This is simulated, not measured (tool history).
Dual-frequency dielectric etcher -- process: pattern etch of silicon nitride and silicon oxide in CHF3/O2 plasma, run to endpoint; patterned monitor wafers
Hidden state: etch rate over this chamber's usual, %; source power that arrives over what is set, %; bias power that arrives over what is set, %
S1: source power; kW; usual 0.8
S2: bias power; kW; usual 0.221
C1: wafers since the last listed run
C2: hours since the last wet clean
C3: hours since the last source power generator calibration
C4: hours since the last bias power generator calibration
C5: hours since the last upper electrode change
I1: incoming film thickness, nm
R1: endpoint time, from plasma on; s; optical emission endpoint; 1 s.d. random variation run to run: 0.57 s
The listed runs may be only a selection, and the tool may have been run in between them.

run	hour	S1	S2	C1	C2	C3	C4	C5	I1	R1
1	0	0.8	0.221	0	370.5	481.9	1133.3	4518.1	305	169.5
2	65.6	0.8	0.221	443	436.1	547.5	1198.9	4583.7	309.4	173.2
3	132.9	0.8	0.221	455	503.4	614.8	1266.2	4651	304.4	171.5
# hour 217.8: wet clean of the chamber
4	218.3	0.8	0.221	415	0.5	700.2	1351.6	4736.4	306	166.1
5	249	0.95	0.221	207	31.2	730.9	1382.3	4767.1	311.7	156.2
6	310.6	0.95	0.221	416	92.8	792.5	1443.9	4828.7	305.9	153.5
7	369.8	0.95	0.221	400	152	851.7	1503.1	4887.9	310.5	157.5
8	412.8	0.88	0.221	290	195	894.7	1546.1	4930.9	305.9	161.5
9	454.8	0.88	0.221	284	237	936.7	1588.1	4972.9	305.5	161.6
10	551.7	0.8	0.221	655	333.9	1033.6	1685	5069.8	305.3	169.9
11	593.5	0.8	0.221	282	375.7	1075.4	1726.8	5111.6	309.6	173
12	627	0.8	0.221	226	409.2	1108.9	1760.3	5145.1	306	171.8
13	678	0.85	0.221	345	460.2	1159.9	1811.3	5196.1	306.4	168.8
14	724.5	0.85	0.221	314	506.7	1206.4	1857.8	5242.6	308.1	168.6
# hour 801.7: wet clean of the chamber
15	802.2	0.85	0.221	363	0.5	1284.1	1935.5	5320.3	304.4	162.5
16	835.9	0.8	0.221	228	34.2	1317.8	1969.2	5354	306.4	168.4
17	894.6	0.72	0.176	397	92.9	1376.5	2027.9	5412.7	308	202.7
# hour 940.8: bias power generator calibrated
18	947.2	0.8	0.191	328	145.5	1429.1	6.4	5465.3	309	185.7
# hour 972.6: source power generator calibrated
19	1004.6	0.8	0.179	361	202.9	32	63.8	5522.7	307.3	192.4
20	1044.5	0.63	0.25	269	242.8	71.9	103.7	5562.6	308.9	182.8
21	1100.3	0.8	0.221	377	298.6	127.7	159.5	5618.4	307.4	171.5
22	1144.4	0.8	0.221	298	342.7	171.8	203.6	5662.5	307.7	172.1
# hour 1192.7: upper electrode replaced
23	1360.2	0.96	0.221	1297	558.5	387.6	419.4	167.5	304.9	159.1
# hour 1418.4: wet clean of the chamber
24	1418.9	0.9	0.221	234	0.5	446.3	478.1	226.2	309.2	159.1
25	1457.2	0.74	0.247	259	38.8	484.6	516.4	264.5	307.3	165.5

Run 26 comes next. What will it give?
26	1511.7	0.61	0.205	368	93.3	539.1	570.9	319	307.9	?

R1: 203 s
With the hidden condition absent and the run-to-run variation left alone, this run would have shown R1 200 s.

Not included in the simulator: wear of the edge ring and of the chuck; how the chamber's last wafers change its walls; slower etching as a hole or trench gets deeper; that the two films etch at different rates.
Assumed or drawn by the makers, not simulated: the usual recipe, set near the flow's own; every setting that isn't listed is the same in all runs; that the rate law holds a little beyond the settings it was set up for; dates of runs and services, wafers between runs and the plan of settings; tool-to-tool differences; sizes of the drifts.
